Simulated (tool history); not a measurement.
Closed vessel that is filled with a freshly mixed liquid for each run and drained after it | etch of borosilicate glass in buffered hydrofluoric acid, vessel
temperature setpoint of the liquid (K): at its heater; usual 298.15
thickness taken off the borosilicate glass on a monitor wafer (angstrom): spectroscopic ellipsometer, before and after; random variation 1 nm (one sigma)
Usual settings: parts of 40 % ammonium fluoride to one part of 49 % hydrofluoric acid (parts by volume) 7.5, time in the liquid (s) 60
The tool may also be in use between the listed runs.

run   hour  temperature setpoint of the liquid (K)  parts of 40 % ammonium fluoride to one part of 49 % hydrofluoric acid (parts by volume)  time in the liquid (s)  read-back film thickness of the borosilicate glass reference wafer, read on the same gauge (nm)  thickness taken off the borosilicate glass on a monitor wafer (angstrom)
  1      0                                  298.15                                                                                      7.5                      75                                                                                               62                                                                    1501.2
  2   42.4                                  298.15                                                                                      7.5                      75                                                                                            62.08                                                                    1491.3
  3  101.6                                  298.15                                                                                      7.5                      75                                                                                            62.19                                                                    1489.4
  4  146.8                                  295.15                                                                                      7.5                      60                                                                                             62.2                                                                    1033.2
  5  191.9                                  295.15                                                                                      7.5                      60                                                                                            62.27                                                                    1042.6
  6  255.7                                  295.15                                                                                      7.5                      60                                                                                             62.4                                                                      1024
  7  298.6                                  298.15                                                                                      7.5                      60                                                                                            62.34                                                                      1208
  8    370                                  298.15                                                                                      7.5                      60                                                                                            62.45                                                                    1189.2
  9  418.1                                  298.15                                                                                      7.5                      60                                                                                            62.49                                                                    1214.5
     446.1  -- hydrofluoric acid flow meter replaced
 10  485.3                                  295.15                                                                                       10                      40                                                                                            62.48                                                                     523.8
 11  521.7                                  298.15                                                                                      7.5                      60                                                                                            62.51                                                                    1214.4
 12  557.1                                  300.65                                                                                      5.5                      60                                                                                            62.53                                                                    1836.8
 13  620.4                                  293.15                                                                                      6.5                      85                                                                                            62.58                                                                    1546.3
 14  650.9                                  294.65                                                                                      9.5                      95                                                                                            62.55                                                                      1256
 15  675.6                                  298.15                                                                                      7.5                      60                                                                                            62.57                                                                    1223.5
     694.9  -- gauge calibrated
 16  742.7                                  298.15                                                                                      6.5                      60                                                                                            60.31                                                                    1362.6
     761.9  -- thermometer replaced
 17  943.4                                  298.15                                                                                      7.5                      30                                                                                            61.28                                                                     605.9
 18    989                                  298.15                                                                                      7.5                      60                                                                                            61.43                                                                    1195.2

Forecast each of these 3 alternatives for the next run:
  A  989.7                                  298.15                                                                                      7.5                      85                                                                                                ?                                                                         ?
  B  989.7                                  298.15                                                                                      7.5                      35                                                                                                ?                                                                         ?
  C  989.7                                  301.15                                                                                      7.5                      90                                                                                                ?                                                                         ?

run  read-back film thickness of the borosilicate glass reference wafer, read on the same gauge (nm)  thickness taken off the borosilicate glass on a monitor wafer (angstrom)
  A                                                                                            61.44                                                                    1691.1
  B                                                                                            61.44                                                                     696.3
  C                                                                                            61.44                                                                    2095.9
Without the tool's hidden state the same runs would have given:
run  thickness taken off the borosilicate glass on a monitor wafer (angstrom)
  A                                                                    1651.2
  B                                                                     679.9
  C                                                                    2046.5
